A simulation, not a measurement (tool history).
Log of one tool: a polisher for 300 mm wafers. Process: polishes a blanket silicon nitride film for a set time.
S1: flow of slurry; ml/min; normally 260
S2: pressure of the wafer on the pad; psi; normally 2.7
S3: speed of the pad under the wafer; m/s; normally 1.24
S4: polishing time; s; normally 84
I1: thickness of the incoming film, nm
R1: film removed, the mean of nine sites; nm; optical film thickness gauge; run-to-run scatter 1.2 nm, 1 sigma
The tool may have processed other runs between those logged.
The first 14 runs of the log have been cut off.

{"run": 15, "hour": 155.4, "S1": 260, "S2": 2.7, "S3": 1.24, "S4": 84, "I1": 762.7, "R1": 130.1}
{"run": 16, "hour": 172.1, "S1": 260, "S2": 2.4, "S3": 1.24, "S4": 84, "I1": 769.4, "R1": 115.1}
{"hour": 184.0, "done": "worn pad replaced by a new one, of another model than before"}
{"run": 17, "hour": 184.8, "S1": 260, "S2": 3.1, "S3": 1.24, "S4": 84, "I1": 764.9, "R1": 148.9}
{"run": 18, "hour": 192.6, "S1": 260, "S2": 2.1, "S3": 1.24, "S4": 84, "I1": 753.2, "R1": 112.4}
{"run": 19, "hour": 207.0, "S1": 325, "S2": 2.7, "S3": 1.24, "S4": 84, "I1": 755.1, "R1": 139.8}
{"run": 20, "hour": 224.6, "S1": 190, "S2": 2.7, "S3": 0.98, "S4": 70, "I1": 767.5, "R1": 91.1}
{"run": 21, "hour": 242.0, "S1": 260, "S2": 2.7, "S3": 1.24, "S4": 84, "I1": 771.5, "R1": 131}
{"run": 22, "hour": 253.3, "S1": 260, "S2": 2.7, "S3": 1.24, "S4": 84, "I1": 766, "R1": 126.9}
{"hour": 262.5, "done": "worn pad replaced by a new one"}
{"run": 23, "hour": 267.3, "S1": 260, "S2": 1.8, "S3": 1.08, "S4": 75, "I1": 754.5, "R1": 84.6}
{"run": 24, "hour": 278.8, "S1": 260, "S2": 2.7, "S3": 0.92, "S4": 56, "I1": 753.6, "R1": 76.7}
{"run": 25, "hour": 291.3, "S1": 260, "S2": 3.5, "S3": 1.24, "S4": 84, "I1": 754.6, "R1": 160.4}
{"run": 26, "hour": 298.3, "S1": 260, "S2": 1.8, "S3": 1.24, "S4": 84, "I1": 774.7, "R1": 100.6}
{"run": 27, "hour": 309.8, "S1": 260, "S2": 2.7, "S3": 1.24, "S4": 84, "I1": 767.2, "R1": 129}
{"run": 28, "hour": 324.2, "S1": 260, "S2": 2, "S3": 1.24, "S4": 84, "I1": 764.9, "R1": 102.7}
{"hour": 334.4, "done": "slurry nozzle cleaned"}
{"run": 29, "hour": 337.5, "S1": 260, "S2": 2.7, "S3": 1.24, "S4": 84, "I1": 773, "R1": 125.2}
{"hour": 353.5, "done": "worn pad replaced by a new one"}
{"hour": 353.5, "done": "head pressure recalibrated"}
{"run": 30, "hour": 354.0, "S1": 260, "S2": 2.7, "S3": 1.24, "S4": 84, "I1": 752.5, "R1": 135.7}
{"run": 31, "hour": 362.9, "S1": 260, "S2": 1.9, "S3": 0.82, "S4": 84, "I1": 772.7, "R1": 84.2}
{"run": 32, "hour": 377.1, "S1": 260, "S2": 2.7, "S3": 1.24, "S4": 84, "I1": 757.6, "R1": 133.9}
{"run": 33, "hour": 385.5, "S1": 260, "S2": 2.7, "S3": 1.24, "S4": 84, "I1": 762, "R1": 134.4}
{"run": 34, "hour": 402.8, "S1": 350, "S2": 2.2, "S3": 1, "S4": 102, "I1": 766.8, "R1": 123.9}
{"run": 35, "hour": 428.3, "S1": 200, "S2": 2.7, "S3": 1.24, "S4": 84, "I1": 765.1, "R1": 121.2}
{"hour": 444.8, "done": "worn pad replaced by a new one"}
{"run": 36, "hour": 445.3, "S1": 210, "S2": 2.7, "S3": 1.24, "S4": 84, "I1": 753.6, "R1": 129.5}

3 ways to go on from here, each from the tool as it stands after run 36. What would each give?
{"run": "A", "hour": 445.7, "S1": 260, "S2": 3, "S3": 1.24, "S4": 84, "I1": 758.3, "R1": "?"}
{"run": "B", "hour": 445.7, "S1": 295, "S2": 2.7, "S3": 1.06, "S4": 84, "I1": 758.3, "R1": "?"}
{"run": "C", "hour": 445.7, "S1": 290, "S2": 2.7, "S3": 1.24, "S4": 110, "I1": 758.3, "R1": "?"}

run=A R1=145.3
run=B R1=125.2
run=C R1=178.5
Without the tool's hidden state the same runs would have given:
run=A R1=146.5
run=B R1=126.2
run=C R1=180

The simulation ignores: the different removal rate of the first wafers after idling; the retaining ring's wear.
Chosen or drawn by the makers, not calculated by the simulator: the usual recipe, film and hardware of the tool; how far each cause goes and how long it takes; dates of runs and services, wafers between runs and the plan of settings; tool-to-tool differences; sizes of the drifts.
